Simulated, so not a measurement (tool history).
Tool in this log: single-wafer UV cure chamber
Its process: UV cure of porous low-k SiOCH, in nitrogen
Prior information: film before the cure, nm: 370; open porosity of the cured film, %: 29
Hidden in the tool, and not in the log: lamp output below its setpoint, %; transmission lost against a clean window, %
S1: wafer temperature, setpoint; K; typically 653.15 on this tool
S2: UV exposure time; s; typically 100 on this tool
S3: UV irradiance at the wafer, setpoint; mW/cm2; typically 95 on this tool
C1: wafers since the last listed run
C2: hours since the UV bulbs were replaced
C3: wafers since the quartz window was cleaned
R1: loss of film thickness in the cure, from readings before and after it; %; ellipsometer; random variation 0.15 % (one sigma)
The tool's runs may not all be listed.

run    hour      S1   S2   S3    C1      C2    C3      R1
  1       0  653.15  135   84     0   462.8  8435   9.246
       12.5  -- quartz window cleaned
  2    66.5  653.15  135   84   966   529.3   891   9.383
  3   136.3  653.15  135   84  1153   599.1  2044   9.115
  4     370  653.15  100   95  3861   832.8  5906     8.6
  5     472  653.15  100   95  1685   934.8  7591   8.548
      566.2  -- quartz window cleaned
  6   567.9  653.15  100   95  1452  1030.7    27   8.279
  7   617.3  653.15  100   95   816  1080.1   844   8.275
  8   705.6  653.15  100   95  1458  1168.4  2303   8.312
  9   783.2  653.15  100   95  1282    1246  3585   8.213
 10   877.6  653.15  100   95  1559  1340.4  5145   8.276
 11   958.9  653.15  100   95  1343  1421.7  6488   7.897
 12  1001.5  653.15  100  120   703  1464.3  7192   8.883
 13  1085.1  653.15  100  120  1381  1547.9  8573   8.816
       1101  -- quartz window cleaned
 14  1157.9  653.15  100  120  1070  1620.7   939   8.878
 15  1231.8  648.15  115   95  1221  1694.6  2160   8.254
     1315.5  -- UV bulbs replaced
 16  1332.5  653.15  150   95  1531      17  3692  10.413
 17  1422.4  644.15  145  121  1485   106.9  5177  11.219
 18    1460  643.15  150   73   621   144.5  5799   9.159
 19  1544.9  653.15  100   95  1402   229.4  7201   8.586
 20  1637.1  653.15  100   58  1523   321.6  8725   6.622
     1733.3  -- quartz window cleaned
 21  1733.8  653.15  125   60  1465   418.3     8   7.773
 22  1786.1  658.15  100   95   864   470.6   872   8.724
 23  1950.5  653.15  100   95  2716     635  3588   8.373
 24  2031.9  653.15  100   95  1344   716.4  4933   8.512
 25  2075.1  653.15  100   95   713   759.6  5647   8.557
     2295.8  -- quartz window cleaned
 26    2383  658.15  100   75  4955  1067.5  1440   7.436
 27  2456.8  653.15   50   95  1219  1141.3  2659   5.314
 28  2553.8  653.15  145   66  1602  1238.3  4262   8.091
 29  2616.5  653.15  100   95  1036    1301  5298   8.124
 30  2716.9  661.15  100  117  1658  1401.4  6957   9.037
 31  2816.4  653.15   80   58  1644  1500.9  8601   4.991

For each run, the measured value with the value that run would have given without the tool's hidden condition subtracted. The run-to-run variation is shared by both, the gauge scatter possibly not:
run      R1
  1  -0.083
  2  -0.107
  3   -0.13
  4  -0.247
  5   -0.31
  6  -0.367
  7  -0.405
  8  -0.481
  9  -0.547
 10  -0.647
 11  -0.705
 12  -0.767
 13  -0.865
 14  -0.972
 15   -1.06
 16  -0.013
 17  -0.016
 18  -0.019
 19  -0.029
 20  -0.043
 21  -0.069
 22  -0.085
 23  -0.141
 24  -0.181
 25  -0.204
 26  -0.387
 27  -0.383
 28  -0.527
 29  -0.592
 30  -0.701
 31   -0.67
